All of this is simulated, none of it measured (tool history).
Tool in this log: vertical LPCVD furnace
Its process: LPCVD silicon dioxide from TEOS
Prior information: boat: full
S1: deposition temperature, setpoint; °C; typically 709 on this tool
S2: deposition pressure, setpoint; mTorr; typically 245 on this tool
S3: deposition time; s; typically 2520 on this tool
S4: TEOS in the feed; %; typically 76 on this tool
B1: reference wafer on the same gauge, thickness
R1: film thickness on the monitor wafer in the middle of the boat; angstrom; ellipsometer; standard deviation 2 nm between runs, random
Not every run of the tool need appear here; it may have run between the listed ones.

run   hour   S1   S2    S3  S4      B1      R1
  1    0.0  709  245  2520  76  441.22  3825.8
  2   44.7  709  260  2520  81  440.00  4014.9
  3   85.3  709  260  2520  81  440.65  4049.0
      91.5  -- gauge calibrated
  4  154.9  709  245  2520  76  441.20  3794.4
  5  201.4  709  245  2520  76  441.13  3790.9
  6  269.8  709  245  2520  76  440.71  3831.0
  7  313.5  709  245  2520  76  440.51  3779.5
  8  354.2  709  245  2520  76  441.61  3776.0
  9  424.7  709  245  2520  76  440.98  3790.5
 10  460.3  709  245  2520  76  440.06  3829.8
 11  513.9  709  245  2520  76  440.96  3755.8
 12  552.9  709  305  3090  76  441.02  5235.0
     588.7  -- TEOS flow controller replaced
 13  590.1  709  245  1560  76  441.00  2370.9
     662.0  -- thermocouples replaced and temperature profile calibrated
 14  683.3  697  185  1830  86  439.98  1943.3
     736.0  -- pressure gauge zeroed
 15  752.7  709  200  3360  76  441.29  4562.7
     759.4  -- gauge calibrated
 16  822.2  709  245  1590  89  441.23  2560.8
 17  860.8  699  210  2070  69  440.72  2179.5
 18  897.7  703  245  2160  72  441.30  2753.3

Expected results for the next run?
 19  955.3  709  245  3090  70   ?   ?

For run 19 the tool returned B1 441.43, R1 4466.6 angstrom.
Were there no unlogged condition in the tool, this run, its random variation unchanged, would have produced R1 4466.6 angstrom.
